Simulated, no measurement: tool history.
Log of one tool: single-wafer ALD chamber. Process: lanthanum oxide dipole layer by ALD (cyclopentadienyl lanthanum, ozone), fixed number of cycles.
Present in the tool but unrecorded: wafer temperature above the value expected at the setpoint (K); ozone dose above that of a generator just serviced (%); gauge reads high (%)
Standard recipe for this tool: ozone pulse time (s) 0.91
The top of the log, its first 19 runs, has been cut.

run,hour,ozone pulse time (s),wafers since the last listed run,hours since the last thermocouple change,hours since the last ozone generator service,hours since the showerhead was replaced,hours since the gauge calibration,"read-back reference wafer on the same gauge, thickness_nm",mean film thickness on the monitor wafer (nm)
20,228.1,0.91,220,122.3,45.4,121.1,152.6,0.623,0.522
21,236.5,0.91,163,130.7,53.8,129.5,161,0.623,0.522
22,243.1,0.91,128,137.3,60.4,136.1,167.6,0.623,0.52
23,279.1,0.59,701,173.3,96.4,172.1,203.6,0.623,0.412
24,291.7,0.91,245,185.9,109,184.7,216.2,0.623,0.52
25,306.8,0.91,294,201,124.1,199.8,231.3,0.623,0.52
26,314.7,1.14,153,208.9,132,207.7,239.2,0.623,0.559
27,349.9,0.56,685,244.1,167.2,242.9,274.4,0.623,0.401
28,364.3,0.77,280,258.5,181.6,257.3,288.8,0.623,0.481
29,381.4,0.63,333,275.6,198.7,274.4,305.9,0.623,0.432
30,393.2,1.26,229,287.4,210.5,286.2,317.7,0.623,0.579
31,406.6,0.8,261,300.8,223.9,299.6,331.1,0.623,0.492
32,422.7,1.18,313,316.9,240,315.7,347.2,0.623,0.568
33,437.6,0.81,290,331.8,254.9,330.6,362.1,0.623,0.494
34,445.5,1.15,153,339.7,262.8,338.5,370,0.623,0.56
35,455.4,1.19,192,349.6,272.7,348.4,379.9,0.623,0.568

3 ways to go on from here, each from the tool as it stands after run 35. What would each give?
A,455.8,0.91,7,350,273.1,348.8,380.3,?,?
B,455.8,1.27,7,350,273.1,348.8,380.3,?,?
C,455.8,0.69,7,350,273.1,348.8,380.3,?,?

run,"read-back reference wafer on the same gauge, thickness_nm",mean film thickness on the monitor wafer (nm)
A,0.623,0.521
B,0.623,0.578
C,0.623,0.455
Without the tool's hidden state the same runs would have given:
run,mean film thickness on the monitor wafer (nm)
A,0.525
B,0.581
C,0.46

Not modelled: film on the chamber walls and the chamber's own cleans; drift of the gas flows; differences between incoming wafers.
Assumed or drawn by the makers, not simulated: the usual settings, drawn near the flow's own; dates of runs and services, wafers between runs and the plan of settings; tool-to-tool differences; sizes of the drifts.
